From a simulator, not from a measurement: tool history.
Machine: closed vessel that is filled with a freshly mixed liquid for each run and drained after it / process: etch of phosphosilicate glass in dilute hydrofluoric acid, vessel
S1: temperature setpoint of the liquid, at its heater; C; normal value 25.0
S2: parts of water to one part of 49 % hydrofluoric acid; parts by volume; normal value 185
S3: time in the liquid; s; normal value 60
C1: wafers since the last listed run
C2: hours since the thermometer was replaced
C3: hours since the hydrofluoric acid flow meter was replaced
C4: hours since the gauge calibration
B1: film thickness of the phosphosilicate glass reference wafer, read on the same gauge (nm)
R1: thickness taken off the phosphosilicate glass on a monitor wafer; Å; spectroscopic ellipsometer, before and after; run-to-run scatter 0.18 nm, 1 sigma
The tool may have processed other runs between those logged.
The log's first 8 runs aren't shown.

{"run": 9, "hour": 347.3, "S1": 25.0, "S2": 185, "S3": 60, "C1": 2298, "C2": 1717.6, "C3": 1834.1, "C4": 187.8, "B1": 39.98, "R1": 322.9}
{"run": 10, "hour": 409.6, "S1": 25.0, "S2": 185, "S3": 60, "C1": 4223, "C2": 1779.9, "C3": 1896.4, "C4": 250.1, "B1": 39.99, "R1": 320.5}
{"run": 11, "hour": 538.9, "S1": 25.0, "S2": 185, "S3": 60, "C1": 8765, "C2": 1909.2, "C3": 2025.7, "C4": 379.4, "B1": 39.99, "R1": 325.5}
{"run": 12, "hour": 601.9, "S1": 25.0, "S2": 185, "S3": 60, "C1": 4270, "C2": 1972.2, "C3": 2088.7, "C4": 442.4, "B1": 39.95, "R1": 321.2}
{"hour": 617.5, "done": "hydrofluoric acid flow meter replaced"}
{"run": 13, "hour": 653.4, "S1": 25.0, "S2": 185, "S3": 60, "C1": 3423, "C2": 2023.7, "C3": 35.9, "C4": 493.9, "B1": 40.0, "R1": 301.1}
{"run": 14, "hour": 681.5, "S1": 25.0, "S2": 185, "S3": 60, "C1": 1904, "C2": 2051.8, "C3": 64.0, "C4": 522.0, "B1": 39.97, "R1": 305.3}
{"run": 15, "hour": 726.7, "S1": 25.0, "S2": 185, "S3": 60, "C1": 3064, "C2": 2097.0, "C3": 109.2, "C4": 567.2, "B1": 40.02, "R1": 305.6}
{"hour": 743.4, "done": "thermometer replaced"}
{"run": 16, "hour": 757.2, "S1": 28.5, "S2": 185, "S3": 60, "C1": 1999, "C2": 13.8, "C3": 139.7, "C4": 597.7, "B1": 39.99, "R1": 378.2}
{"run": 17, "hour": 819.9, "S1": 25.0, "S2": 215, "S3": 60, "C1": 4250, "C2": 76.5, "C3": 202.4, "C4": 660.4, "B1": 39.99, "R1": 273.5}
{"run": 18, "hour": 857.1, "S1": 25.0, "S2": 185, "S3": 60, "C1": 2521, "C2": 113.7, "C3": 239.6, "C4": 697.6, "B1": 39.98, "R1": 330.8}
{"run": 19, "hour": 881.4, "S1": 29.5, "S2": 100, "S3": 95, "C1": 1647, "C2": 138.0, "C3": 263.9, "C4": 721.9, "B1": 39.99, "R1": 1275.7}
{"run": 20, "hour": 906.2, "S1": 20.5, "S2": 270, "S3": 85, "C1": 1681, "C2": 162.8, "C3": 288.7, "C4": 746.7, "B1": 40.02, "R1": 248.3}
{"run": 21, "hour": 941.5, "S1": 25.0, "S2": 185, "S3": 60, "C1": 2393, "C2": 198.1, "C3": 324.0, "C4": 782.0, "B1": 39.99, "R1": 332.0}
{"hour": 963.3, "done": "gauge calibrated"}
{"run": 22, "hour": 976.9, "S1": 25.0, "S2": 185, "S3": 60, "C1": 2399, "C2": 233.5, "C3": 359.4, "C4": 13.6, "B1": 40.0, "R1": 331.2}
{"run": 23, "hour": 1089.2, "S1": 28.0, "S2": 100, "S3": 60, "C1": 7612, "C2": 345.8, "C3": 471.7, "C4": 125.9, "B1": 40.0, "R1": 757.8}
{"run": 24, "hour": 1128.7, "S1": 21.5, "S2": 240, "S3": 90, "C1": 2677, "C2": 385.3, "C3": 511.2, "C4": 165.4, "B1": 39.98, "R1": 317.3}
{"run": 25, "hour": 1157.8, "S1": 25.0, "S2": 145, "S3": 30, "C1": 1972, "C2": 414.4, "C3": 540.3, "C4": 194.5, "B1": 39.99, "R1": 218.0}
{"run": 26, "hour": 1182.9, "S1": 23.0, "S2": 220, "S3": 50, "C1": 1701, "C2": 439.5, "C3": 565.4, "C4": 219.6, "B1": 40.0, "R1": 204.4}
{"run": 27, "hour": 1224.3, "S1": 25.0, "S2": 185, "S3": 60, "C1": 2806, "C2": 480.9, "C3": 606.8, "C4": 261.0, "B1": 40.01, "R1": 326.7}
{"run": 28, "hour": 1251.3, "S1": 28.5, "S2": 270, "S3": 85, "C1": 1830, "C2": 507.9, "C3": 633.8, "C4": 288.0, "B1": 39.99, "R1": 327.8}
{"run": 29, "hour": 1283.9, "S1": 25.0, "S2": 240, "S3": 60, "C1": 2209, "C2": 540.5, "C3": 666.4, "C4": 320.6, "B1": 39.96, "R1": 238.4}
{"run": 30, "hour": 1325.0, "S1": 23.0, "S2": 220, "S3": 50, "C1": 2786, "C2": 581.6, "C3": 707.5, "C4": 361.7, "B1": 40.03, "R1": 203.4}

Below are 5 alternative next runs, each starting from the tool's condition after run 30. Predict each:
{"run": "A", "hour": 1325.7, "S1": 25.0, "S2": 185, "S3": 60, "C1": 47, "C2": 582.3, "C3": 708.2, "C4": 362.4, "B1": "?", "R1": "?"}
{"run": "B", "hour": 1325.7, "S1": 22.0, "S2": 260, "S3": 50, "C1": 47, "C2": 582.3, "C3": 708.2, "C4": 362.4, "B1": "?", "R1": "?"}
{"run": "C", "hour": 1325.7, "S1": 26.5, "S2": 150, "S3": 95, "C1": 47, "C2": 582.3, "C3": 708.2, "C4": 362.4, "B1": "?", "R1": "?"}
{"run": "D", "hour": 1325.7, "S1": 28.0, "S2": 140, "S3": 75, "C1": 47, "C2": 582.3, "C3": 708.2, "C4": 362.4, "B1": "?", "R1": "?"}
{"run": "E", "hour": 1325.7, "S1": 21.0, "S2": 185, "S3": 75, "C1": 47, "C2": 582.3, "C3": 708.2, "C4": 362.4, "B1": "?", "R1": "?"}

run=A B1=39.96 R1=329.8
run=B B1=39.96 R1=162.2
run=C B1=39.96 R1=708.7
run=D B1=39.96 R1=641.9
run=E B1=39.96 R1=353.9
The same runs, with their run-to-run variation unchanged, on a tool lacking any hidden condition would have given:
run=A R1=334.7
run=B R1=164.4
run=C R1=719.6
run=D R1=651.6
run=E R1=359.7

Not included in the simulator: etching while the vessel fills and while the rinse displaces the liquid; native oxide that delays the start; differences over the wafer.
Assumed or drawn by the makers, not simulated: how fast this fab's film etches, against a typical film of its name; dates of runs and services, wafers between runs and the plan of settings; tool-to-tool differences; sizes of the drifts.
